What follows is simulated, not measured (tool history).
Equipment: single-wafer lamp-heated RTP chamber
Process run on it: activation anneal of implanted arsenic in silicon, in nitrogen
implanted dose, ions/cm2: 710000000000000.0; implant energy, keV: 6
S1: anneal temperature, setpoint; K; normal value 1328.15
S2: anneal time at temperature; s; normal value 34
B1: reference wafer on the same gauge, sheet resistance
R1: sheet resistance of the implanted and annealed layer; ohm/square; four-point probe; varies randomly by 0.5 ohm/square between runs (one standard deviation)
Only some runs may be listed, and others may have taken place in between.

run   hour       S1  S2      B1      R1
  1      0  1328.15  34  139.98  140.72
      26.4  -- pyrometer window cleaned and pyrometer calibrated
  2   26.9  1328.15  34  140.13  140.52
  3   49.7  1328.15  34  140.21  140.19
  4   79.2  1328.15  34  139.97  140.29
  5  105.5  1328.15  34  140.05  140.54
  6  125.2  1328.15  34  139.99  140.75
     143.5  -- reflector plate cleaned
  7  158.3  1328.15  34  139.89  142.73
  8  178.1  1328.15  25  139.92  146.67
  9  212.4  1328.15  25  140.04     146
 10  224.5  1328.15  25  139.92  145.41
 11  247.1  1312.15  34  140.05  146.31
 12  269.7  1312.15  34  139.95  146.01
 13  289.4  1312.15  34  139.85  146.14
       300  -- pyrometer window cleaned and pyrometer calibrated
 14  310.4  1305.15  41  140.04  145.59
 15  326.7  1302.15  48  139.89  144.33
     350.1  -- gauge calibrated
 16    362  1351.15  16  139.96  144.36
 17  385.8  1309.15  23  139.96  154.14
 18  413.4  1328.15  34  140.11  141.84
 19  431.6  1328.15  20  140.09  148.99
 20  459.1  1314.15  17  139.98  156.63
 21  488.3  1311.15  48  140.06  141.61
 22  520.4  1341.15  34  140.25   137.7
       542  -- pyrometer window cleaned and pyrometer calibrated
 23  542.5  1316.15  42  139.87  142.04
 24  553.4  1316.15  42  139.85  141.68
 25  577.6  1328.15  34   139.9  140.53
 26  593.9  1340.15  40  140.04  135.66
 27  610.3  1349.15  22   140.1   140.6
 28    635  1338.15  26  139.82  140.76
 29    659  1311.15  34  140.01  145.66
 30  676.3  1340.15  54  139.88  132.46
 31  712.1  1349.15  22  140.09   140.3
 32  743.1  1342.15  53  140.01  131.61
 33  758.4  1328.15  34  140.11  141.37
     780.3  -- pyrometer window cleaned and pyrometer calibrated
 34  780.8  1328.15  34  140.02  139.31
 35  836.1  1328.15  34  140.03  139.48
 36  851.3  1338.15  34  140.19   138.1

Alternative continuations, all from the tool just after run 36; predict every row:
  A  851.7  1328.15  47   ?   ?
  B  851.7  1315.15  34   ?   ?
  C  851.7  1345.15  42   ?   ?
  D  851.7  1328.15  27   ?   ?
  E  851.7  1328.15  41   ?   ?

run      B1      R1
  A  140.03  136.41
  B  140.03   144.1
  C  140.03  133.39
  D  140.03  143.29
  E  140.03  138.02
With no hidden state in the tool, these same runs would have given:
run      R1
  A  138.65
  B  146.79
  C  135.53
  D  145.93
  E  140.34
